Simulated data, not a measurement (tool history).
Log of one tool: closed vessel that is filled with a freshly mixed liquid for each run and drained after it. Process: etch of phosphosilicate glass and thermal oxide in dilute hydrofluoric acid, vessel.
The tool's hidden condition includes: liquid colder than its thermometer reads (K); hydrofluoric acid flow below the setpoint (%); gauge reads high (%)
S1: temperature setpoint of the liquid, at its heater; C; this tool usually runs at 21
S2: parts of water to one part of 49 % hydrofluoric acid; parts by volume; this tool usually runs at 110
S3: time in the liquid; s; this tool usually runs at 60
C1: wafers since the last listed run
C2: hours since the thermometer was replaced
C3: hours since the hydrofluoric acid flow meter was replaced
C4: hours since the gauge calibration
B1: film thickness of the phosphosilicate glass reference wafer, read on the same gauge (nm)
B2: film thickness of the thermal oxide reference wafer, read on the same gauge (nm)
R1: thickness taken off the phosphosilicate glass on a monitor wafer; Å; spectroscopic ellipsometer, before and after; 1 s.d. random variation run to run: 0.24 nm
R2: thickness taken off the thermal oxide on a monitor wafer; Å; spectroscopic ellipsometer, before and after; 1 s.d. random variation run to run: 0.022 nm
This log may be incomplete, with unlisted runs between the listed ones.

| run | hour | S1 | S2 | S3 | C1 | C2 | C3 | C4 | B1 | B2 | R1 | R2 |
|---|---|---|---|---|---|---|---|---|---|---|---|---|
| 1 | 0 | 21 | 110 | 60 | 0 | 1775.5 | 370.6 | 1463.6 | 60.01 | 89.993 | 388.1 | 22.59 |
| 2 | 67.6 | 21 | 110 | 55 | 5646 | 1843.1 | 438.2 | 1531.2 | 60 | 89.974 | 355.4 | 20.36 |
| 3 | 152.9 | 21 | 110 | 55 | 7125 | 1928.4 | 523.5 | 1616.5 | 60.02 | 90.004 | 353.1 | 20.42 |
| 4 | 243.9 | 21 | 110 | 55 | 7601 | 2019.4 | 614.5 | 1707.5 | 59.99 | 89.998 | 354.1 | 20.31 |
|  | 276.9 | gauge calibrated |
| 5 | 288.8 | 21 | 110 | 60 | 3750 | 2064.3 | 659.4 | 11.9 | 60.01 | 90.031 | 384.9 | 22.3 |
| 6 | 383.9 | 19 | 110 | 60 | 7943 | 2159.4 | 754.5 | 107 | 59.98 | 90 | 355.5 | 21.01 |
| 7 | 488.5 | 19 | 110 | 60 | 8737 | 2264 | 859.1 | 211.6 | 59.97 | 90.004 | 355.1 | 20.26 |
| 8 | 546.3 | 21 | 110 | 60 | 4828 | 2321.8 | 916.9 | 269.4 | 59.99 | 89.998 | 384.8 | 22.31 |
|  | 632.9 | thermometer replaced |
| 9 | 647.8 | 21 | 110 | 60 | 8395 | 14.9 | 1018.4 | 370.9 | 60.01 | 90.008 | 404.9 | 23.5 |
| 10 | 747.1 | 19.5 | 160 | 50 | 8294 | 114.2 | 1117.7 | 470.2 | 60.01 | 90.009 | 208.2 | 12.23 |
| 11 | 786 | 22.5 | 110 | 35 | 3249 | 153.1 | 1156.6 | 509.1 | 59.99 | 90.018 | 253 | 14.79 |
| 12 | 830 | 19 | 155 | 95 | 3675 | 197.1 | 1200.6 | 553.1 | 60 | 89.988 | 406.7 | 23.43 |
|  | 872.8 | hydrofluoric acid flow meter replaced |
| 13 | 905.7 | 21 | 110 | 60 | 6239 | 272.8 | 32.9 | 628.8 | 59.99 | 89.964 | 407.2 | 23.45 |
| 14 | 956.1 | 25.5 | 70 | 35 | 4210 | 323.2 | 83.3 | 679.2 | 59.99 | 89.978 | 469.8 | 26.96 |
| 15 | 1025.6 | 25.5 | 110 | 60 | 5805 | 392.7 | 152.8 | 748.7 | 60 | 90.022 | 489.6 | 27.87 |
| 16 | 1120.5 | 21 | 110 | 60 | 7927 | 487.6 | 247.7 | 843.6 | 60 | 89.999 | 402.1 | 23.81 |
| 17 | 1212.2 | 21 | 110 | 60 | 7659 | 579.3 | 339.4 | 935.3 | 60.03 | 90.002 | 403.8 | 23.24 |
| 18 | 1256.9 | 24 | 130 | 60 | 3733 | 624 | 384.1 | 980 | 60.01 | 89.998 | 374.8 | 21.85 |
| 19 | 1308.4 | 26 | 110 | 60 | 4301 | 675.5 | 435.6 | 1031.5 | 60.02 | 89.988 | 491.4 | 28.7 |
| 20 | 1378.9 | 24 | 60 | 30 | 5889 | 746 | 506.1 | 1102 | 60.01 | 90.016 | 440 | 25.29 |
| 21 | 1455.6 | 23 | 150 | 60 | 6406 | 822.7 | 582.8 | 1178.7 | 59.98 | 89.976 | 305.3 | 17.42 |
| 22 | 1524 | 24.5 | 145 | 80 | 5713 | 891.1 | 651.2 | 1247.1 | 59.99 | 90.015 | 447.1 | 25.79 |
| 23 | 1605 | 22.5 | 110 | 95 | 6766 | 972.1 | 732.2 | 1328.1 | 59.99 | 90.014 | 672.5 | 38.65 |
| 24 | 1682.4 | 18.5 | 85 | 60 | 6465 | 1049.5 | 809.6 | 1405.5 | 60.01 | 89.99 | 474.3 | 27.53 |

Selected run-to-run steps in R1, each split into two signed amounts: the part the tool would show with no hidden state at all (from settings, incoming material and random variation), and the remainder, which goes to the hidden state together with any gauge scatter not common to the measured and the hidden-state-free results:
Run 8 -> 9: thermometer replaced. R1 +20.1 Å: hidden state +27.9, all else -7.8.
Run 22 -> 23: S1 24.5 -> 22.5, S2 145 -> 110, S3 80 -> 95. R1 +225.4 Å: hidden state -9.7, all else +235.1.
Run 23 -> 24: S1 22.5 -> 18.5, S2 110 -> 85, S3 95 -> 60. R1 -198.2 Å: hidden state +4.8, all else -203.

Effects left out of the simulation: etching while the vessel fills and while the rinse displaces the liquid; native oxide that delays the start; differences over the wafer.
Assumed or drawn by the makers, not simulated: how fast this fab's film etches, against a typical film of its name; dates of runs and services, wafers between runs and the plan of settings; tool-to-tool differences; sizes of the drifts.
